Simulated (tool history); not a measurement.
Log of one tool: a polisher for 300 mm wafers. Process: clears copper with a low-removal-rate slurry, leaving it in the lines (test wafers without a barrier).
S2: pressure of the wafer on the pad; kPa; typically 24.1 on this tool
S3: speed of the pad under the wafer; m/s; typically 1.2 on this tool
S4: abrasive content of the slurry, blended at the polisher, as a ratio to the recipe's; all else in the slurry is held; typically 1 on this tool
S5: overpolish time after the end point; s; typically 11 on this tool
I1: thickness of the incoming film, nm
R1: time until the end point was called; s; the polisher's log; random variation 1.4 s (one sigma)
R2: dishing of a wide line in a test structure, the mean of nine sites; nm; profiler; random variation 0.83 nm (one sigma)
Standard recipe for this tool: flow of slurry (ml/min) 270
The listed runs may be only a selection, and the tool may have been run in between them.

run 1 day=0 | flow_of_slurry_(ml/min)=270 S2=24.1 S3=1.2 S4=1 S5=11 | I1=332.3 | R1=82.6 R2=31.3
run 2 day=2.812 | flow_of_slurry_(ml/min)=270 S2=24.1 S3=1.2 S4=1 S5=11 | I1=337 | R1=88.2 R2=31
-- day=3.188 slurry nozzle cleaned
-- day=4.654 slurry blender recalibrated
run 3 day=5.621 | flow_of_slurry_(ml/min)=270 S2=24.1 S3=1.2 S4=1 S5=11 | I1=338.8 | R1=83.6 R2=31.6
-- day=6.979 worn pad replaced by a new one
run 4 day=8.362 | flow_of_slurry_(ml/min)=270 S2=24.1 S3=1.2 S4=1 S5=11 | I1=338.8 | R1=74.5 R2=34.3
run 5 day=9.683 | flow_of_slurry_(ml/min)=270 S2=24.1 S3=1.2 S4=1 S5=11 | I1=332 | R1=78 R2=32.3
run 6 day=12.329 | flow_of_slurry_(ml/min)=270 S2=24.1 S3=1.2 S4=1 S5=11 | I1=338.5 | R1=81 R2=31.4
-- day=13.712 head pressure recalibrated
run 7 day=13.733 | flow_of_slurry_(ml/min)=270 S2=24.1 S3=1.2 S4=1 S5=11 | I1=336.1 | R1=80.7 R2=31.1
run 8 day=15.942 | flow_of_slurry_(ml/min)=270 S2=24.1 S3=1.2 S4=1 S5=11 | I1=338.6 | R1=82.8 R2=31.5
-- day=17.438 slurry nozzle cleaned
run 9 day=18.271 | flow_of_slurry_(ml/min)=270 S2=24.1 S3=1.2 S4=1 S5=11 | I1=334.7 | R1=89.8 R2=30.6
run 10 day=20.433 | flow_of_slurry_(ml/min)=270 S2=24.1 S3=1.44 S4=1 S5=13 | I1=331 | R1=72.3 R2=37.1
-- day=21.171 slurry blender recalibrated
run 11 day=21.508 | flow_of_slurry_(ml/min)=270 S2=20 S3=1.2 S4=1 S5=11 | I1=331.9 | R1=94.2 R2=26.9
run 12 day=23.179 | flow_of_slurry_(ml/min)=270 S2=24.1 S3=1.5 S4=1.25 S5=5 | I1=333.3 | R1=60 R2=21.2
-- day=25.438 worn pad replaced by a new one
run 13 day=26.129 | flow_of_slurry_(ml/min)=270 S2=24.1 S3=1.2 S4=1.3 S5=11 | I1=332.7 | R1=69.6 R2=36
run 14 day=27.379 | flow_of_slurry_(ml/min)=180 S2=18.6 S3=1.38 S4=1.25 S5=11 | I1=332.3 | R1=85.7 R2=32.2
run 15 day=28.683 | flow_of_slurry_(ml/min)=270 S2=24.1 S3=1.48 S4=1 S5=11 | I1=331.3 | R1=65.3 R2=39.4
run 16 day=30.479 | flow_of_slurry_(ml/min)=210 S2=19.3 S3=1.36 S4=1 S5=6 | I1=339.7 | R1=94.5 R2=17.3
run 17 day=32.712 | flow_of_slurry_(ml/min)=270 S2=24.1 S3=1.06 S4=1 S5=11 | I1=331.6 | R1=93.9 R2=27.5
-- day=33.467 slurry nozzle cleaned
run 18 day=34.458 | flow_of_slurry_(ml/min)=270 S2=27.6 S3=1.2 S4=0.85 S5=15 | I1=338 | R1=80.9 R2=40.4

Estimate the outcome of run 19 from the log above:
run 19 day=35.692 | flow_of_slurry_(ml/min)=270 S2=24.1 S3=1.44 S4=1 S5=13 | I1=333 | R1=? R2=?

{"run 19": {"R1": 72.5, "R2": 39.1}}
Were there no unlogged condition in the tool, this run, its random variation unchanged, would have produced R1 56.8 s, R2 46.6 nm.
